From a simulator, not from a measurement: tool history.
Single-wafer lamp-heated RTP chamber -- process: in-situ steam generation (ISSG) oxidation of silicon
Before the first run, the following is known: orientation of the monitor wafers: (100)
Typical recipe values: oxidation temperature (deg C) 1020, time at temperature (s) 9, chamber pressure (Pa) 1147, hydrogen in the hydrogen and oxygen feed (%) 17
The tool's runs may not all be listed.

| run | hour | oxidation temperature (deg C) | time at temperature (s) | chamber pressure (Pa) | hydrogen in the hydrogen and oxygen feed (%) | wafers since the last listed run | wafers since the last pyrometer calibration | hours since the pressure gauge was zeroed | hours since the hydrogen flow controller was replaced | hours since the gauge calibration | read-back reference wafer on the same gauge, thickness | oxide thickness on the monitor wafer (Å) |
|---|---|---|---|---|---|---|---|---|---|---|---|---|
| 1 | 0.0 | 1020 | 8 | 1147 | 17 | 0 | 2089 | 2507.8 | 5712.5 | 295.9 | 3.828 | 37.34 |
|  | 10.0 | pyrometer window cleaned and pyrometer calibrated |
| 2 | 47.0 | 1020 | 8 | 1147 | 17 | 304 | 289 | 2554.8 | 5759.5 | 342.9 | 3.816 | 36.57 |
| 3 | 102.6 | 1020 | 9 | 1147 | 17 | 434 | 723 | 2610.4 | 5815.1 | 398.5 | 3.819 | 38.21 |
| 4 | 161.3 | 1020 | 9 | 1147 | 17 | 458 | 1182 | 2669.1 | 5873.8 | 457.2 | 3.833 | 38.81 |
| 5 | 195.0 | 1020 | 9 | 1147 | 17 | 263 | 1445 | 2702.8 | 5907.5 | 490.9 | 3.824 | 39.03 |
| 6 | 234.5 | 1020 | 9 | 1147 | 17 | 308 | 1754 | 2742.3 | 5947.0 | 530.4 | 3.813 | 39.21 |
| 7 | 285.1 | 1020 | 9 | 1147 | 17 | 395 | 2149 | 2792.9 | 5997.6 | 581.0 | 3.816 | 39.66 |
|  | 309.2 | pyrometer window cleaned and pyrometer calibrated |
| 8 | 311.7 | 1020 | 9 | 1053 | 17 | 145 | 19 | 2819.5 | 6024.2 | 607.6 | 3.830 | 38.69 |
| 9 | 347.6 | 1020 | 9 | 1147 | 17 | 280 | 300 | 2855.4 | 6060.1 | 643.5 | 3.825 | 38.60 |
|  | 399.0 | hydrogen flow controller replaced |
| 10 | 419.3 | 1020 | 9 | 1147 | 17 | 497 | 798 | 2927.1 | 20.3 | 715.2 | 3.828 | 38.48 |
| 11 | 483.8 | 1020 | 9 | 1147 | 17 | 503 | 1301 | 2991.6 | 84.8 | 779.7 | 3.820 | 38.92 |
| 12 | 510.8 | 1020 | 9 | 1147 | 17 | 210 | 1512 | 3018.6 | 111.8 | 806.7 | 3.820 | 39.17 |
| 13 | 548.4 | 1020 | 9 | 1147 | 17 | 293 | 1806 | 3056.2 | 149.4 | 844.3 | 3.810 | 39.42 |
|  | 599.2 | pyrometer window cleaned and pyrometer calibrated |
| 14 | 599.7 | 1020 | 9 | 1147 | 17 | 338 | 4 | 3107.5 | 200.7 | 895.6 | 3.817 | 38.71 |
| 15 | 624.1 | 1020 | 9 | 1147 | 11 | 190 | 194 | 3131.9 | 225.1 | 920.0 | 3.820 | 35.01 |
| 16 | 657.2 | 1003 | 9 | 1013 | 17 | 258 | 453 | 3165.0 | 258.2 | 953.1 | 3.820 | 36.52 |
| 17 | 697.0 | 1020 | 6 | 947 | 17 | 310 | 764 | 3204.8 | 298.0 | 992.9 | 3.827 | 32.71 |
| 18 | 746.1 | 1020 | 9 | 1147 | 17 | 383 | 1147 | 3253.9 | 347.1 | 1042.0 | 3.829 | 38.99 |
| 19 | 772.3 | 1020 | 10 | 1227 | 17 | 204 | 1352 | 3280.1 | 373.3 | 1068.2 | 3.812 | 41.02 |
| 20 | 837.6 | 1020 | 6 | 1147 | 12 | 510 | 1862 | 3345.4 | 438.6 | 1133.5 | 3.823 | 30.05 |
| 21 | 868.8 | 1020 | 11 | 1147 | 17 | 243 | 2106 | 3376.6 | 469.8 | 1164.7 | 3.820 | 43.53 |
| 22 | 896.5 | 1020 | 9 | 1147 | 17 | 216 | 2323 | 3404.3 | 497.5 | 1192.4 | 3.819 | 40.01 |
|  | 916.3 | pyrometer window cleaned and pyrometer calibrated |
| 23 | 930.7 | 1009 | 9 | 1147 | 17 | 204 | 112 | 3438.5 | 531.7 | 1226.6 | 3.825 | 36.92 |
|  | 1030.6 | pressure gauge zeroed |
|  | 1038.2 | gauge calibrated |
| 24 | 1038.5 | 1020 | 6 | 960 | 26 | 779 | 892 | 7.9 | 639.5 | 0.3 | 3.820 | 36.39 |
| 25 | 1068.1 | 1020 | 9 | 1147 | 17 | 231 | 1123 | 37.5 | 669.1 | 29.9 | 3.817 | 39.33 |
| 26 | 1111.9 | 1037 | 9 | 1253 | 17 | 342 | 1466 | 81.3 | 712.9 | 73.7 | 3.817 | 41.79 |
| 27 | 1155.1 | 1039 | 8 | 1280 | 11 | 337 | 1803 | 124.5 | 756.1 | 116.9 | 3.812 | 35.76 |
| 28 | 1219.7 | 1020 | 9 | 1147 | 17 | 504 | 2308 | 189.1 | 820.7 | 181.5 | 3.821 | 39.90 |
|  | 1238.4 | pyrometer window cleaned and pyrometer calibrated |
| 29 | 1290.1 | 1020 | 6 | 973 | 17 | 487 | 404 | 259.5 | 891.1 | 251.9 | 3.824 | 31.95 |
| 30 | 1327.4 | 1030 | 9 | 1253 | 24 | 291 | 695 | 296.8 | 928.4 | 289.2 | 3.817 | 43.36 |
| 31 | 1363.8 | 1008 | 6 | 1147 | 11 | 284 | 980 | 333.2 | 964.8 | 325.6 | 3.823 | 27.91 |

For some of the steps in oxide thickness on the monitor wafer (Å) from one run to the next: how much would appear even if the tool had no hidden state, given the settings, what came in and random variation, and how much remains for the hidden state plus any gauge scatter that the measured result and the result without hidden state don't share?
Hidden state at play: true wafer temperature minus pyrometer reading, K; true pressure minus gauge reading, Torr; deviation of the hydrogen flow from its setpoint, %; gauge reads high (%).
Run 7 -> 8: chamber pressure (Pa) 1147 -> 1053, pyrometer window cleaned and pyrometer calibrated. oxide thickness on the monitor wafer (Å) -0.97: hidden state -1.14, all else +0.17.
Run 20 -> 21: time at temperature (s) 6 -> 11, hydrogen in the hydrogen and oxygen feed (%) 12 -> 17. oxide thickness on the monitor wafer (Å) +13.48: hidden state +0.90, all else +12.58.
Run 22 -> 23: oxidation temperature (deg C) 1020 -> 1009, pyrometer window cleaned and pyrometer calibrated. oxide thickness on the monitor wafer (Å) -3.09: hidden state -1.49, all else -1.60.
Run 28 -> 29: time at temperature (s) 9 -> 6, chamber pressure (Pa) 1147 -> 973, pyrometer window cleaned and pyrometer calibrated. oxide thickness on the monitor wafer (Å) -7.95: hidden state -1.54, all else -6.41.
Run 29 -> 30: oxidation temperature (deg C) 1020 -> 1030, time at temperature (s) 6 -> 9, chamber pressure (Pa) 973 -> 1253, hydrogen in the hydrogen and oxygen feed (%) 17 -> 24. oxide thickness on the monitor wafer (Å) +11.41: hidden state +0.11, all else +11.30.
Run 30 -> 31: oxidation temperature (deg C) 1030 -> 1008, time at temperature (s) 9 -> 6, chamber pressure (Pa) 1253 -> 1147, hydrogen in the hydrogen and oxygen feed (%) 24 -> 11. oxide thickness on the monitor wafer (Å) -15.45: hidden state -0.01, all else -15.44.
